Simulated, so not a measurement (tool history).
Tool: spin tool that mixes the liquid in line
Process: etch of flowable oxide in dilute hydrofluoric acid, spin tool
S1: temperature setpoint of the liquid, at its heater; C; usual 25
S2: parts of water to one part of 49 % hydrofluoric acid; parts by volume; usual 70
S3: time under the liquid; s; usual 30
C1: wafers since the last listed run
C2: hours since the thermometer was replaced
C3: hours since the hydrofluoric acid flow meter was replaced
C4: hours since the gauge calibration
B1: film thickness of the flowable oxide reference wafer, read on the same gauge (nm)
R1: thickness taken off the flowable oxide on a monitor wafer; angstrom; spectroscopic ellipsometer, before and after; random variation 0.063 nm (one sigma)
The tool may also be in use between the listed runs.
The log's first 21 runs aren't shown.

{"run": 22, "hour": 480.2, "S1": 27.5, "S2": 60, "S3": 40, "C1": 258, "C2": 193.3, "C3": 129.3, "C4": 574.7, "B1": 110.01, "R1": 301.4}
{"run": 23, "hour": 512.8, "S1": 25, "S2": 90, "S3": 20, "C1": 447, "C2": 225.9, "C3": 161.9, "C4": 607.3, "B1": 110.01, "R1": 87.9}
{"run": 24, "hour": 541.6, "S1": 27, "S2": 90, "S3": 30, "C1": 395, "C2": 254.7, "C3": 190.7, "C4": 636.1, "B1": 109.99, "R1": 142.3}
{"run": 25, "hour": 574.9, "S1": 20, "S2": 55, "S3": 15, "C1": 457, "C2": 288, "C3": 224, "C4": 669.4, "B1": 110.01, "R1": 91.5}
{"run": 26, "hour": 598.2, "S1": 25, "S2": 70, "S3": 30, "C1": 319, "C2": 311.3, "C3": 247.3, "C4": 692.7, "B1": 110.03, "R1": 174}
{"hour": 616.6, "done": "gauge calibrated"}
{"run": 27, "hour": 618.3, "S1": 29, "S2": 70, "S3": 30, "C1": 275, "C2": 331.4, "C3": 267.4, "C4": 1.7, "B1": 110, "R1": 203.2}
{"run": 28, "hour": 652.4, "S1": 30, "S2": 85, "S3": 45, "C1": 468, "C2": 365.5, "C3": 301.5, "C4": 35.8, "B1": 110, "R1": 253.7}
{"run": 29, "hour": 676.7, "S1": 25, "S2": 70, "S3": 15, "C1": 333, "C2": 389.8, "C3": 325.8, "C4": 60.1, "B1": 110.02, "R1": 87.1}
{"run": 30, "hour": 704.5, "S1": 27, "S2": 70, "S3": 30, "C1": 381, "C2": 417.6, "C3": 353.6, "C4": 87.9, "B1": 110, "R1": 186.7}
{"run": 31, "hour": 737.1, "S1": 28.5, "S2": 95, "S3": 15, "C1": 447, "C2": 450.2, "C3": 386.2, "C4": 120.5, "B1": 110.01, "R1": 70.8}
{"run": 32, "hour": 749.6, "S1": 25, "S2": 70, "S3": 30, "C1": 171, "C2": 462.7, "C3": 398.7, "C4": 133, "B1": 110, "R1": 173.5}
{"run": 33, "hour": 764.6, "S1": 25, "S2": 70, "S3": 30, "C1": 205, "C2": 477.7, "C3": 413.7, "C4": 148, "B1": 109.99, "R1": 174}
{"hour": 795.1, "done": "thermometer replaced"}
{"run": 34, "hour": 800.0, "S1": 29.5, "S2": 70, "S3": 30, "C1": 472, "C2": 4.9, "C3": 449.1, "C4": 183.4, "B1": 109.97, "R1": 209.1}

3 ways to go on from here, each from the tool as it stands after run 34. What would each give?
{"run": "A", "hour": 800.4, "S1": 25, "S2": 70, "S3": 25, "C1": 5, "C2": 5.3, "C3": 449.5, "C4": 183.8, "B1": "?", "R1": "?"}
{"run": "B", "hour": 800.4, "S1": 25, "S2": 85, "S3": 30, "C1": 5, "C2": 5.3, "C3": 449.5, "C4": 183.8, "B1": "?", "R1": "?"}
{"run": "C", "hour": 800.4, "S1": 27.5, "S2": 70, "S3": 15, "C1": 5, "C2": 5.3, "C3": 449.5, "C4": 183.8, "B1": "?", "R1": "?"}

run=A B1=110.01 R1=144.9
run=B B1=110.01 R1=140.4
run=C B1=110.01 R1=96
Without the tool's hidden state the same runs would have given:
run=A R1=144.9
run=B R1=140.4
run=C R1=96
